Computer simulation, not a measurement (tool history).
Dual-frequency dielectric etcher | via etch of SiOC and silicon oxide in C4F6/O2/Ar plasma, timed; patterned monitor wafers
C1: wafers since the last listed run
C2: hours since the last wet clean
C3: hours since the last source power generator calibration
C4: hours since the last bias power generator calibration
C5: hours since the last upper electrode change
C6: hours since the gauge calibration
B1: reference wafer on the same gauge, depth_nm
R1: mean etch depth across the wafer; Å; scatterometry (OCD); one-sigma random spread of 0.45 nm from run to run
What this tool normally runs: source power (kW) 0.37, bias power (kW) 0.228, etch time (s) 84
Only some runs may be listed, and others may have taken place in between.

run 1 hour=0 | source_power_(kW)=0.37 bias_power_(kW)=0.228 etch_time_(s)=84 | C1=0 C2=277.6 C3=1051.6 C4=4169.3 C5=4426.3 C6=303.1 | B1=108 | R1=1009
run 2 hour=72 | source_power_(kW)=0.37 bias_power_(kW)=0.228 etch_time_(s)=84 | C1=528 C2=349.6 C3=1123.6 C4=4241.3 C5=4498.3 C6=375.1 | B1=107.9 | R1=1005
-- hour=96.7 wet clean of the chamber
run 3 hour=179.8 | source_power_(kW)=0.37 bias_power_(kW)=0.228 etch_time_(s)=84 | C1=615 C2=83.1 C3=1231.4 C4=4349.1 C5=4606.1 C6=482.9 | B1=108 | R1=1026
run 4 hour=250.9 | source_power_(kW)=0.43 bias_power_(kW)=0.228 etch_time_(s)=84 | C1=522 C2=154.2 C3=1302.5 C4=4420.2 C5=4677.2 C6=554 | B1=107.9 | R1=1087
run 5 hour=324.6 | source_power_(kW)=0.43 bias_power_(kW)=0.228 etch_time_(s)=84 | C1=541 C2=227.9 C3=1376.2 C4=4493.9 C5=4750.9 C6=627.7 | B1=107.8 | R1=1077
run 6 hour=376.4 | source_power_(kW)=0.37 bias_power_(kW)=0.187 etch_time_(s)=84 | C1=380 C2=279.7 C3=1428 C4=4545.7 C5=4802.7 C6=679.5 | B1=107.8 | R1=911
run 7 hour=430.7 | source_power_(kW)=0.37 bias_power_(kW)=0.25 etch_time_(s)=84 | C1=398 C2=334 C3=1482.3 C4=4600 C5=4857 C6=733.8 | B1=107.9 | R1=1041
-- hour=497.5 source power generator calibrated
-- hour=510.8 wet clean of the chamber
run 8 hour=536.5 | source_power_(kW)=0.37 bias_power_(kW)=0.25 etch_time_(s)=84 | C1=650 C2=25.7 C3=39 C4=4705.8 C5=4962.8 C6=839.6 | B1=107.9 | R1=1051
-- hour=646.2 upper electrode replaced
run 9 hour=646.7 | source_power_(kW)=0.37 bias_power_(kW)=0.25 etch_time_(s)=84 | C1=633 C2=135.9 C3=149.2 C4=4816 C5=0.5 C6=949.8 | B1=108.1 | R1=1052
run 10 hour=708.8 | source_power_(kW)=0.37 bias_power_(kW)=0.228 etch_time_(s)=84 | C1=456 C2=198 C3=211.3 C4=4878.1 C5=62.6 C6=1011.9 | B1=108.1 | R1=994
-- hour=786.3 bias power generator calibrated
-- hour=834.4 wet clean of the chamber
run 11 hour=834.9 | source_power_(kW)=0.37 bias_power_(kW)=0.252 etch_time_(s)=84 | C1=720 C2=0.5 C3=337.4 C4=48.6 C5=188.7 C6=1138 | B1=108 | R1=1080
run 12 hour=906.8 | source_power_(kW)=0.43 bias_power_(kW)=0.246 etch_time_(s)=84 | C1=528 C2=72.4 C3=409.3 C4=120.5 C5=260.6 C6=1209.9 | B1=107.8 | R1=1135
run 13 hour=959.1 | source_power_(kW)=0.37 bias_power_(kW)=0.201 etch_time_(s)=84 | C1=384 C2=124.7 C3=461.6 C4=172.8 C5=312.9 C6=1262.2 | B1=107.9 | R1=963
-- hour=989.3 gauge calibrated
run 14 hour=1017.7 | source_power_(kW)=0.37 bias_power_(kW)=0.265 etch_time_(s)=84 | C1=430 C2=183.3 C3=520.2 C4=231.4 C5=371.5 C6=28.4 | B1=108 | R1=1084
run 15 hour=1067 | source_power_(kW)=0.44 bias_power_(kW)=0.244 etch_time_(s)=71.5 | C1=362 C2=232.6 C3=569.5 C4=280.7 C5=420.8 C6=77.7 | B1=108 | R1=953
run 16 hour=1107.7 | source_power_(kW)=0.37 bias_power_(kW)=0.228 etch_time_(s)=84 | C1=298 C2=273.3 C3=610.2 C4=321.4 C5=461.5 C6=118.4 | B1=108 | R1=1010
-- hour=1217.2 wet clean of the chamber
run 17 hour=1242.9 | source_power_(kW)=0.37 bias_power_(kW)=0.228 etch_time_(s)=76.5 | C1=816 C2=25.7 C3=745.4 C4=456.6 C5=596.7 C6=253.6 | B1=108 | R1=930
run 18 hour=1322.2 | source_power_(kW)=0.45 bias_power_(kW)=0.212 etch_time_(s)=74.5 | C1=582 C2=105 C3=824.7 C4=535.9 C5=676 C6=332.9 | B1=107.9 | R1=950
run 19 hour=1425 | source_power_(kW)=0.37 bias_power_(kW)=0.228 etch_time_(s)=84 | C1=754 C2=207.8 C3=927.5 C4=638.7 C5=778.8 C6=435.7 | B1=108.2 | R1=1009
run 20 hour=1474.8 | source_power_(kW)=0.33 bias_power_(kW)=0.172 etch_time_(s)=95.5 | C1=365 C2=257.6 C3=977.3 C4=688.5 C5=828.6 C6=485.5 | B1=108 | R1=940
run 21 hour=1547.3 | source_power_(kW)=0.37 bias_power_(kW)=0.228 etch_time_(s)=84 | C1=532 C2=330.1 C3=1049.8 C4=761 C5=901.1 C6=558 | B1=107.9 | R1=1001

What if the next run were any one of these 4? Each begins from the tool's condition after run 21:
run A hour=1547.7 | source_power_(kW)=0.37 bias_power_(kW)=0.279 etch_time_(s)=84 | C1=2 C2=330.5 C3=1050.2 C4=761.4 C5=901.5 C6=558.4 | B1=? | R1=?
run B hour=1547.7 | source_power_(kW)=0.34 bias_power_(kW)=0.228 etch_time_(s)=63 | C1=2 C2=330.5 C3=1050.2 C4=761.4 C5=901.5 C6=558.4 | B1=? | R1=?
run C hour=1547.7 | source_power_(kW)=0.41 bias_power_(kW)=0.27 etch_time_(s)=84 | C1=2 C2=330.5 C3=1050.2 C4=761.4 C5=901.5 C6=558.4 | B1=? | R1=?
run D hour=1547.7 | source_power_(kW)=0.41 bias_power_(kW)=0.228 etch_time_(s)=66.5 | C1=2 C2=330.5 C3=1050.2 C4=761.4 C5=901.5 C6=558.4 | B1=? | R1=?

run=A B1=107.9 R1=1087
run=B B1=107.9 R1=716
run=C B1=107.9 R1=1121
run=D B1=107.9 R1=822
Take away the tool's hidden state, keep each run's random variation, and the runs would have read:
run=A R1=1109
run=B R1=730
run=C R1=1143
run=D R1=839
